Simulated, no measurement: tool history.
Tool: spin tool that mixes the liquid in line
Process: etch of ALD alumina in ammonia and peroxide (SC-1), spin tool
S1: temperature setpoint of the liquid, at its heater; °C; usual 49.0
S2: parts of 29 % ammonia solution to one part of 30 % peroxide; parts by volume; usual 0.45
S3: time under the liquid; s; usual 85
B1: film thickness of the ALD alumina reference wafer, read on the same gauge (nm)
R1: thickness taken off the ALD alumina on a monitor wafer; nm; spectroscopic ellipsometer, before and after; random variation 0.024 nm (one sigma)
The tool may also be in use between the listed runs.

run,hour,S1,S2,S3,B1,R1
1,0.0,49.0,0.45,85,109.995,3.788
# hour 16.5: heated supply line repaired
2,46.6,49.0,0.45,100,110.017,4.269
3,126.3,49.0,0.45,100,109.969,4.263
4,203.3,49.0,0.45,85,109.990,3.609
5,240.4,49.0,0.45,85,110.013,3.607
6,317.3,49.0,0.45,85,109.961,3.589
7,372.5,49.0,0.45,110,109.980,4.658
8,420.6,49.0,0.45,110,110.017,4.604
9,468.1,54.5,0.45,85,110.046,4.810
# hour 476.2: heated supply line repaired, repeated, since the last time left the tool worse
10,510.8,43.0,0.45,85,110.071,2.866
# hour 538.7: ammonia flow meter replaced
11,576.3,49.0,0.45,50,110.014,2.353
# hour 649.5: new drum of ammonia solution connected
12,660.0,46.0,0.50,85,109.948,3.395
# hour 663.1: gauge calibrated
13,754.9,49.0,0.45,85,110.015,4.002
14,995.2,49.0,0.35,85,109.992,3.826
# hour 1094.8: thermometer replaced
15,1099.8,49.0,0.45,85,110.015,3.866
16,1141.5,49.0,0.45,85,110.017,3.919
17,1247.4,49.0,0.60,100,110.014,4.693
18,1330.0,49.0,0.45,85,109.980,3.907
# hour 1506.3: new drum of ammonia solution connected
19,1551.1,44.5,0.45,85,109.990,3.004
# hour 1573.0: heated supply line repaired
20,1611.8,45.0,0.50,120,110.022,4.569
21,1701.7,49.0,0.45,85,110.020,3.993
# hour 1749.7: ammonia flow meter replaced
22,1802.4,42.5,0.25,65,109.982,2.002
23,1877.8,49.0,0.45,85,110.017,3.946
24,1975.2,49.0,0.30,85,110.015,3.804
25,2079.5,55.0,0.45,85,109.991,5.457

Forecast each of these 4 alternatives for the next run:
A,2079.9,52.0,0.45,85,?,?
B,2079.9,49.0,0.45,45,?,?
C,2079.9,44.5,0.65,70,?,?
D,2079.9,41.0,0.60,125,?,?

run,B1,R1
A,109.970,4.642
B,109.970,2.084
C,109.970,2.604
D,109.970,3.766
Without the tool's hidden state the same runs would have given:
run,R1
A,4.749
B,2.133
C,2.667
D,3.860
